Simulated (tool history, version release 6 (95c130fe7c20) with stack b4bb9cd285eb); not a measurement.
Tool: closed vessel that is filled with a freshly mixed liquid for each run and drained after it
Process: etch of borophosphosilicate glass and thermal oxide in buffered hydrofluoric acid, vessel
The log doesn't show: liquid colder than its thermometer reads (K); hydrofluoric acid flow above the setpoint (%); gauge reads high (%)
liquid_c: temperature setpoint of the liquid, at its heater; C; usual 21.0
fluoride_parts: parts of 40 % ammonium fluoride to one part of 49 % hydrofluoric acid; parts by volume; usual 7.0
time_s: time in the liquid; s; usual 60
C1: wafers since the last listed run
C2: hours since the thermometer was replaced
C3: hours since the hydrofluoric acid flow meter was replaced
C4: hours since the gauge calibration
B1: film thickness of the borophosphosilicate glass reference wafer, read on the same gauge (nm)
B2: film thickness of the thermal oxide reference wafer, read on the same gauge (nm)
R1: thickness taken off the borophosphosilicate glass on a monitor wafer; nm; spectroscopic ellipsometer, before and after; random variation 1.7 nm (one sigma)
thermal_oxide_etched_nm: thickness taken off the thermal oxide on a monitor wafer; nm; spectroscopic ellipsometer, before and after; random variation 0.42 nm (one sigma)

Run 1, hour 0.0: usual settings but fluoride_parts 6.0 parts by volume; C1 0; C2 1102.6; C3 334.9; C4 221.1; B1 108.81; B2 118.65. Result: R1 245.56 nm, thermal_oxide_etched_nm 87.37 nm.
Run 2, hour 30.7: usual settings but time_s 85 s; C1 3628; C2 1133.3; C3 365.6; C4 251.8; B1 108.64; B2 118.52. Result: R1 306.70 nm, thermal_oxide_etched_nm 108.00 nm.
Run 3, hour 71.7: usual settings but fluoride_parts 6.5 parts by volume, time_s 35 s; C1 4846; C2 1174.3; C3 406.6; C4 292.8; B1 108.49; B2 118.28. Result: R1 135.99 nm, thermal_oxide_etched_nm 47.62 nm.
Run 4, hour 134.4: usual settings; C1 7411; C2 1237.0; C3 469.3; C4 355.5; B1 108.16; B2 118.01. Result: R1 215.40 nm, thermal_oxide_etched_nm 75.46 nm.
Run 5, hour 187.8: usual settings; C1 6311; C2 1290.4; C3 522.7; C4 408.9; B1 107.95; B2 117.78. Result: R1 214.02 nm, thermal_oxide_etched_nm 75.32 nm.
Run 6, hour 246.1: usual settings; C1 6891; C2 1348.7; C3 581.0; C4 467.2; B1 107.69; B2 117.48. Result: R1 213.76 nm, thermal_oxide_etched_nm 76.10 nm.
At hour 250.8: hydrofluoric acid flow meter replaced.
Run 7, hour 285.8: usual settings but fluoride_parts 5.0 parts by volume; C1 4574; C2 1388.4; C3 35.0; C4 506.9; B1 107.56; B2 117.33. Result: R1 286.98 nm, thermal_oxide_etched_nm 100.33 nm.
Run 8, hour 346.9: usual settings but fluoride_parts 5.0 parts by volume; C1 7221; C2 1449.5; C3 96.1; C4 568.0; B1 107.24; B2 117.03. Result: R1 289.43 nm, thermal_oxide_etched_nm 100.66 nm.
Run 9, hour 402.1: usual settings; C1 6524; C2 1504.7; C3 151.3; C4 623.2; B1 107.03; B2 116.75. Result: R1 212.86 nm, thermal_oxide_etched_nm 75.04 nm.
At hour 453.3: thermometer replaced.
Run 10, hour 469.1: usual settings; C1 7801; C2 15.8; C3 218.3; C4 690.2; B1 106.72; B2 116.39. Result: R1 208.54 nm, thermal_oxide_etched_nm 75.19 nm.
Run 11, hour 505.1: usual settings but fluoride_parts 9.5 parts by volume, time_s 35 s; C1 4255; C2 51.8; C3 254.3; C4 726.2; B1 106.56; B2 116.25. Result: R1 90.28 nm, thermal_oxide_etched_nm 31.84 nm.
Run 12, hour 535.3: usual settings but fluoride_parts 9.5 parts by volume, time_s 35 s; C1 3569; C2 82.0; C3 284.5; C4 756.4; B1 106.40; B2 116.09. Result: R1 91.18 nm, thermal_oxide_etched_nm 31.93 nm.
Run 13, hour 586.8: usual settings but fluoride_parts 8.0 parts by volume, time_s 85 s; C1 6087; C2 133.5; C3 336.0; C4 807.9; B1 106.24; B2 115.87. Result: R1 259.78 nm, thermal_oxide_etched_nm 91.18 nm.
Run 14, hour 612.9: usual settings but liquid_c 18.5 C, fluoride_parts 8.0 parts by volume, time_s 90 s; C1 3084; C2 159.6; C3 362.1; C4 834.0; B1 106.10; B2 115.72. Result: R1 237.81 nm, thermal_oxide_etched_nm 85.23 nm.
Run 15, hour 641.0: usual settings; C1 3321; C2 187.7; C3 390.2; C4 862.1; B1 105.96; B2 115.58. Result: R1 210.64 nm, thermal_oxide_etched_nm 73.72 nm.
Run 16, hour 692.0: usual settings but liquid_c 17.0 C, time_s 30 s; C1 6028; C2 238.7; C3 441.2; C4 913.1; B1 105.73; B2 115.34. Result: R1 83.79 nm, thermal_oxide_etched_nm 30.05 nm.
Run 17, hour 724.0: usual settings but liquid_c 25.5 C, fluoride_parts 5.0 parts by volume, time_s 45 s; C1 3782; C2 270.7; C3 473.2; C4 945.1; B1 105.59; B2 115.20. Result: R1 271.20 nm, thermal_oxide_etched_nm 94.57 nm.
At hour 724.9: gauge calibrated.
At hour 756.5: hydrofluoric acid flow meter replaced.
Run 18, hour 792.9: usual settings but fluoride_parts 5.0 parts by volume, time_s 40 s; C1 8025; C2 339.6; C3 36.4; C4 68.0; B1 109.45; B2 119.39. Result: R1 198.26 nm, thermal_oxide_etched_nm 68.05 nm.
Run 19, hour 852.3: usual settings but liquid_c 24.0 C; C1 7021; C2 399.0; C3 95.8; C4 127.4; B1 109.17; B2 119.08. Result: R1 255.09 nm, thermal_oxide_etched_nm 91.01 nm.
Run 20, hour 880.6: usual settings; C1 3345; C2 427.3; C3 124.1; C4 155.7; B1 109.06; B2 118.95. Result: R1 219.15 nm, thermal_oxide_etched_nm 76.58 nm.
Run 21, hour 911.8: usual settings but fluoride_parts 5.0 parts by volume, time_s 80 s; C1 3687; C2 458.5; C3 155.3; C4 186.9; B1 108.91; B2 118.78. Result: R1 396.90 nm, thermal_oxide_etched_nm 136.10 nm.
Run 22, hour 959.4: usual settings but fluoride_parts 6.0 parts by volume, time_s 40 s; C1 5626; C2 506.1; C3 202.9; C4 234.5; B1 108.68; B2 118.58. Result: R1 165.22 nm, thermal_oxide_etched_nm 57.85 nm.
Run 23, hour 1010.6: usual settings; C1 6051; C2 557.3; C3 254.1; C4 285.7; B1 108.48; B2 118.35. Result: R1 215.07 nm, thermal_oxide_etched_nm 76.31 nm.
Run 24, hour 1067.6: usual settings but fluoride_parts 9.0 parts by volume, time_s 75 s; C1 6737; C2 614.3; C3 311.1; C4 342.7; B1 108.25; B2 118.08. Result: R1 205.08 nm, thermal_oxide_etched_nm 72.52 nm.
Run 25, hour 1124.1: usual settings but fluoride_parts 8.0 parts by volume, time_s 85 s; C1 6678; C2 670.8; C3 367.6; C4 399.2; B1 108.00; B2 117.80. Result: R1 263.45 nm, thermal_oxide_etched_nm 93.21 nm.
Run 26, hour 1154.7: usual settings but liquid_c 19.5 C, fluoride_parts 5.0 parts by volume, time_s 80 s; C1 3616; C2 701.4; C3 398.2; C4 429.8; B1 107.88; B2 117.67. Result: R1 356.68 nm, thermal_oxide_etched_nm 125.02 nm.

How the hidden state differs across the entries between the runs, from the last listed run before each to the first after it:
Between runs 6 and 7: hydrofluoric acid flow meter replaced (hour 250.8)
  gauge reads high (%): -2.09 -> -2.25
  measured less the result without the state, R1: -4.57 -> -6.61 nm; thermal_oxide_etched_nm: -1.63 -> -2.31 nm
Between runs 9 and 10: thermometer replaced (hour 453.3)
  gauge reads high (%): -2.72 -> -2.99
  measured less the result without the state, R1: -5.94 -> -6.42 nm; thermal_oxide_etched_nm: -2.10 -> -2.31 nm
Between runs 17 and 18: gauge calibrated (hour 724.9); hydrofluoric acid flow meter replaced (hour 756.5)
  gauge reads high (%): -4.01 -> -0.511
  measured less the result without the state, R1: -11.32 -> -1.01 nm; thermal_oxide_etched_nm: -3.94 -> -0.35 nm

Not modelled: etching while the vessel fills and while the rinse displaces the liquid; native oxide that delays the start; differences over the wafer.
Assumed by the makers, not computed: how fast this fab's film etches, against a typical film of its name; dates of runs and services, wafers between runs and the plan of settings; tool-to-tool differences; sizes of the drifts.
